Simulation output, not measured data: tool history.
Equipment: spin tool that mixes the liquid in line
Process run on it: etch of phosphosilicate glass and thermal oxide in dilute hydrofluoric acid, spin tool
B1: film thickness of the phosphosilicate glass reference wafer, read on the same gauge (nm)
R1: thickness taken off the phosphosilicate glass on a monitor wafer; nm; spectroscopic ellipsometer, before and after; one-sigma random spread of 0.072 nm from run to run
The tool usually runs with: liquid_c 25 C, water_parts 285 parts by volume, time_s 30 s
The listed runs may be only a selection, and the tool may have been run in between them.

Run 1, hour 0: usual settings; B1 39.99. Result: R1 13.5 nm.
Run 2, hour 60.9: usual settings; B1 39.99. Result: R1 13.53 nm.
Run 3, hour 108: usual settings; B1 40.01. Result: R1 13.4 nm.
Run 4, hour 138.8: usual settings; B1 40.01. Result: R1 13.52 nm.
Run 5, hour 194.5: usual settings; B1 39.99. Result: R1 13.46 nm.
Run 6, hour 257.8: usual settings but water_parts 315 parts by volume; B1 40.01. Result: R1 11.78 nm.
Run 7, hour 320.8: usual settings; B1 40. Result: R1 13.3 nm.
At hour 339.4: gauge calibrated.
Run 8, hour 361.3: usual settings; B1 39.99. Result: R1 13.33 nm.
At hour 395.2: thermometer replaced.
Run 9, hour 428.9: usual settings; B1 40.01. Result: R1 14.28 nm.
At hour 438.1: hydrofluoric acid flow meter replaced.
Run 10, hour 515.6: usual settings; B1 40. Result: R1 14.4 nm.
Run 11, hour 564.7: usual settings; B1 40. Result: R1 14.43 nm.
Run 12, hour 606.5: usual settings; B1 40. Result: R1 14.24 nm.
Run 13, hour 674: usual settings but liquid_c 23 C, water_parts 325 parts by volume, time_s 35 s; B1 40.01. Result: R1 13.14 nm.
Run 14, hour 742.1: usual settings but liquid_c 27.5 C, water_parts 415 parts by volume; B1 40.01. Result: R1 9.45 nm.
Run 15, hour 808.5: usual settings but time_s 25 s; B1 40.02. Result: R1 11.76 nm.

What will run 16 give?
Run 16, hour 853.2: usual settings; B1 ?. Result: R1 ?.

Run 16 yielded B1 40, R1 14.06 nm.
Take away the tool's hidden state, keep the run-to-run variation as it was, and the same run would have given R1 14.39 nm.
